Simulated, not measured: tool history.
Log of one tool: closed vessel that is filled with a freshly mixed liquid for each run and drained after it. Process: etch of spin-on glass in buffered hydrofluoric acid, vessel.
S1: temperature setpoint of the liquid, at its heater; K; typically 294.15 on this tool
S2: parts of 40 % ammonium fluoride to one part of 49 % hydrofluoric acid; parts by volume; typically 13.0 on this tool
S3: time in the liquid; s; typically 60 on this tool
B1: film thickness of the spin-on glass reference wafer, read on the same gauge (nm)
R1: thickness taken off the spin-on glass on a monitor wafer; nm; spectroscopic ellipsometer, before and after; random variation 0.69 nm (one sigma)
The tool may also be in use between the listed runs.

{"run": 1, "hour": 0.0, "S1": 294.15, "S2": 13.0, "S3": 60, "B1": 59.96, "R1": 150.54}
{"run": 2, "hour": 54.5, "S1": 294.15, "S2": 13.0, "S3": 60, "B1": 60.01, "R1": 152.01}
{"run": 3, "hour": 121.0, "S1": 294.15, "S2": 13.0, "S3": 60, "B1": 59.98, "R1": 153.4}
{"run": 4, "hour": 189.3, "S1": 294.15, "S2": 13.0, "S3": 60, "B1": 59.98, "R1": 152.81}
{"run": 5, "hour": 238.9, "S1": 294.15, "S2": 13.0, "S3": 60, "B1": 60.01, "R1": 153.13}
{"run": 6, "hour": 328.6, "S1": 294.15, "S2": 13.0, "S3": 60, "B1": 60.05, "R1": 155.6}
{"run": 7, "hour": 382.5, "S1": 294.15, "S2": 13.0, "S3": 60, "B1": 60.0, "R1": 154.86}
{"run": 8, "hour": 449.4, "S1": 294.15, "S2": 13.0, "S3": 60, "B1": 59.98, "R1": 155.26}
{"run": 9, "hour": 512.9, "S1": 294.15, "S2": 13.0, "S3": 60, "B1": 60.01, "R1": 155.65}
{"run": 10, "hour": 572.8, "S1": 294.15, "S2": 13.0, "S3": 60, "B1": 60.04, "R1": 155.85}
{"run": 11, "hour": 680.3, "S1": 294.15, "S2": 13.0, "S3": 60, "B1": 59.99, "R1": 156.62}
{"hour": 713.9, "done": "hydrofluoric acid flow meter replaced"}
{"run": 12, "hour": 929.1, "S1": 294.15, "S2": 13.0, "S3": 60, "B1": 59.99, "R1": 151.37}
{"hour": 956.2, "done": "gauge calibrated"}
{"run": 13, "hour": 1034.0, "S1": 294.15, "S2": 13.0, "S3": 60, "B1": 60.01, "R1": 149.75}
{"run": 14, "hour": 1082.2, "S1": 294.15, "S2": 13.0, "S3": 60, "B1": 60.01, "R1": 152.17}
{"run": 15, "hour": 1240.7, "S1": 297.15, "S2": 13.0, "S3": 60, "B1": 59.96, "R1": 178.23}
{"run": 16, "hour": 1294.8, "S1": 294.15, "S2": 8.0, "S3": 85, "B1": 60.01, "R1": 339.89}
{"run": 17, "hour": 1396.0, "S1": 291.65, "S2": 9.5, "S3": 30, "B1": 60.0, "R1": 87.75}
{"run": 18, "hour": 1434.7, "S1": 294.15, "S2": 13.0, "S3": 60, "B1": 59.99, "R1": 152.55}
{"run": 19, "hour": 1500.7, "S1": 297.15, "S2": 16.5, "S3": 45, "B1": 60.0, "R1": 108.1}
{"run": 20, "hour": 1544.5, "S1": 294.15, "S2": 13.0, "S3": 60, "B1": 60.02, "R1": 154.34}
{"hour": 1562.4, "done": "thermometer replaced"}
{"run": 21, "hour": 1626.5, "S1": 296.65, "S2": 13.0, "S3": 50, "B1": 60.0, "R1": 148.94}
{"run": 22, "hour": 1681.0, "S1": 298.15, "S2": 13.0, "S3": 40, "B1": 60.01, "R1": 129.4}
{"run": 23, "hour": 1773.3, "S1": 290.15, "S2": 15.0, "S3": 60, "B1": 59.99, "R1": 108.22}
{"run": 24, "hour": 1835.1, "S1": 290.65, "S2": 10.0, "S3": 35, "B1": 60.02, "R1": 94.29}
{"run": 25, "hour": 1900.1, "S1": 297.15, "S2": 13.0, "S3": 60, "B1": 60.0, "R1": 185.88}
{"run": 26, "hour": 1984.2, "S1": 294.15, "S2": 13.0, "S3": 60, "B1": 60.03, "R1": 157.55}
{"hour": 1992.7, "done": "hydrofluoric acid flow meter replaced"}
{"run": 27, "hour": 2085.8, "S1": 298.65, "S2": 13.0, "S3": 35, "B1": 60.02, "R1": 111.17}
{"run": 28, "hour": 2165.9, "S1": 292.65, "S2": 8.5, "S3": 30, "B1": 60.01, "R1": 101.92}

Same runs, no hidden state in the tool, same run-to-run variation:
Hidden conditions of the tool in this case: liquid colder than its thermometer reads (K); hydrofluoric acid flow above the setpoint (%); gauge reads high (%).
run=1 R1=146.36
run=2 R1=147.41
run=3 R1=148.31
run=4 R1=147.28
run=5 R1=147.26
run=6 R1=149.03
run=7 R1=147.97
run=8 R1=147.91
run=9 R1=147.86
run=10 R1=147.66
run=11 R1=147.68
run=12 R1=148.73
run=13 R1=146.43
run=14 R1=148.47
run=15 R1=172.66
run=16 R1=327.26
run=17 R1=85.59
run=18 R1=146.49
run=19 R1=103.48
run=20 R1=147.48
run=21 R1=141.80
run=22 R1=122.90
run=23 R1=102.33
run=24 R1=90.80
run=25 R1=174.84
run=26 R1=147.63
run=27 R1=109.67
run=28 R1=99.98
